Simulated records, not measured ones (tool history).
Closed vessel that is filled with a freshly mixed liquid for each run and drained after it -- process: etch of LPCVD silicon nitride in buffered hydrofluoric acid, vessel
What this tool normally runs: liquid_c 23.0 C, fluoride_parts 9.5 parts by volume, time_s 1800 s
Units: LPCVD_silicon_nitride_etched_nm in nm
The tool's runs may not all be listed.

run    hour  liquid_c  fluoride_parts  time_s  read-back film thickness of the LPCVD silicon nitride reference wafer, read on the same gauge (nm)  LPCVD_silicon_nitride_etched_nm
  1     0.0      23.0             9.5    2575                                                                                              130.00                            28.27
  2    27.2      23.0             9.5    2575                                                                                              130.00                            28.34
  3    61.6      23.0             9.5    1800                                                                                              129.99                            19.71
  4   112.9      23.0             9.5    1800                                                                                              130.00                            19.77
  5   173.0      23.0             9.5    1800                                                                                              129.99                            19.70
  6   211.4      21.0             9.5    1800                                                                                              130.01                            17.76
  7   275.2      21.0             9.5    1800                                                                                              129.99                            17.84
  8   343.8      21.0             9.5    1800                                                                                              130.01                            17.75
  9   401.6      23.0             9.5    1800                                                                                              129.99                            19.83
 10   465.0      20.0            11.5     920                                                                                              130.01                             7.14
      493.8  -- hydrofluoric acid flow meter replaced
 11   510.5      23.0             9.5    1800                                                                                              129.99                            20.40
 12   546.4      21.0             8.0     760                                                                                              129.99                             9.07
 13   595.9      23.0            13.5    2285                                                                                              129.99                            18.69
 14   654.8      23.0             8.0    2630                                                                                              130.01                            35.12
 15   699.8      23.0             9.5    1450                                                                                              130.01                            16.45
 16   754.2      23.0             9.5    1800                                                                                              130.01                            20.59
 17   820.2      23.0             9.5    1800                                                                                              130.01                            20.47
 18   884.8      25.5             9.5    1800                                                                                              130.00                            23.64
      923.6  -- thermometer replaced
 19   938.9      23.0             9.5    1800                                                                                              130.00                            19.89
 20  1001.8      26.5            12.5    2560                                                                                              130.01                            26.60
     1009.9  -- gauge calibrated
 21  1063.5      23.0             9.5    1800                                                                                              130.02                            19.95
 22  1131.8      23.0             9.5    1800                                                                                              130.02                            19.80
 23  1161.1      23.0             9.5    1370                                                                                              130.01                            15.10
 24  1222.3      23.0             8.0    1000                                                                                              130.01                            12.85
 25  1268.0      23.0             9.5    1370                                                                                              129.97                            15.10
 26  1379.7      21.5            12.0    1470                                                                                              130.01                            11.98
 27  1447.9      20.5             6.5    1230                                                                                              129.99                            17.02
 28  1503.9      25.0            11.0    1465                                                                                              130.01                            15.83
 29  1571.4      20.0            11.5     920                                                                                              130.01                             7.21
 30  1622.4      23.0             8.0    1800                                                                                              130.01                            23.18
 31  1682.1      27.5            11.0    1800                                                                                              130.01                            22.21
 32  1730.3      23.0             7.0    1280                                                                                              129.99                            18.94
 33  1790.7      20.5            13.0    1115                                                                                              129.98                             7.94

What was the tool's hidden state at every run in the log?
gauge reads high (%): 0, the same for each run
H1: liquid hotter than its thermometer reads (K)
H2: hydrofluoric acid flow below the setpoint (%)
run      H1     H2
  1   0.192   3.45
  2   0.207   3.53
  3   0.226   3.63
  4   0.256   3.78
  5    0.29   3.95
  6   0.311   4.06
  7   0.348   4.24
  8   0.387   4.44
  9   0.419   4.61
 10   0.455   4.79
 11   0.481  0.302
 12   0.502  0.406
 13    0.53  0.548
 14   0.563  0.718
 15   0.589  0.847
 16    0.62      1
 17   0.657   1.19
 18   0.694   1.38
 19  0.0551   1.54
 20  0.0908   1.72
 21   0.126   1.89
 22   0.165   2.09
 23   0.181   2.18
 24   0.216   2.35
 25   0.242   2.48
 26   0.305   2.81
 27   0.344      3
 28   0.376   3.16
 29   0.414   3.36
 30   0.443    3.5
 31   0.477   3.68
 32   0.504   3.81
 33   0.539   3.99

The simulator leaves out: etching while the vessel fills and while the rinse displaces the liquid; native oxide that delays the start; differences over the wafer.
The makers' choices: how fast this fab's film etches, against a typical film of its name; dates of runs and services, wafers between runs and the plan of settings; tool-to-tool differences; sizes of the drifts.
